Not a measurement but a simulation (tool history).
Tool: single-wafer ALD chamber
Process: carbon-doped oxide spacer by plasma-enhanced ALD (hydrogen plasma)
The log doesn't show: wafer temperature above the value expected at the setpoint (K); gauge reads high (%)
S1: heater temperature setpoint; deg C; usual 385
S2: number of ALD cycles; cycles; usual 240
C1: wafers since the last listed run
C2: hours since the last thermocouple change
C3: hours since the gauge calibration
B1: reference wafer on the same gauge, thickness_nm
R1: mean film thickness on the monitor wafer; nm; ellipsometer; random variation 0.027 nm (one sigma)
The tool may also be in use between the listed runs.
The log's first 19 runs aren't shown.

run,hour,S1,S2,C1,C2,C3,B1,R1
20,991.1,385,240,99,59.8,1556.2,12.141,11.013
21,1050.7,385,240,99,119.4,1615.8,12.147,11.003
22,1091.3,385,257,67,160.0,1656.4,12.151,11.827
23,1153.1,385,240,103,221.8,1718.2,12.169,11.000
24,1210.6,397,221,96,279.3,1775.7,12.172,10.149
25,1273.6,379,219,105,342.3,1838.7,12.187,10.098
26,1304.7,379,205,52,373.4,1869.8,12.194,9.434
27,1362.7,395,271,97,431.4,1927.8,12.202,12.484
28,1393.7,385,240,51,462.4,1958.8,12.209,11.053
29,1437.5,385,240,73,506.2,2002.6,12.216,11.082
30,1490.0,378,268,87,558.7,2055.1,12.232,12.345
31,1519.6,385,280,49,588.3,2084.7,12.233,12.964
# hour 1562.7: gauge calibrated
32,1580.7,396,216,102,649.4,18.0,12.005,9.798
33,1616.3,396,267,59,685.0,53.6,12.010,12.143

Run 34 comes next. What will it give?
34,1685.4,385,277,115,754.1,122.7,?,?

{"run 34": {"B1": 12.005, "R1": 12.554}}
Without the tool's hidden state the same run would have given R1 12.544 nm.

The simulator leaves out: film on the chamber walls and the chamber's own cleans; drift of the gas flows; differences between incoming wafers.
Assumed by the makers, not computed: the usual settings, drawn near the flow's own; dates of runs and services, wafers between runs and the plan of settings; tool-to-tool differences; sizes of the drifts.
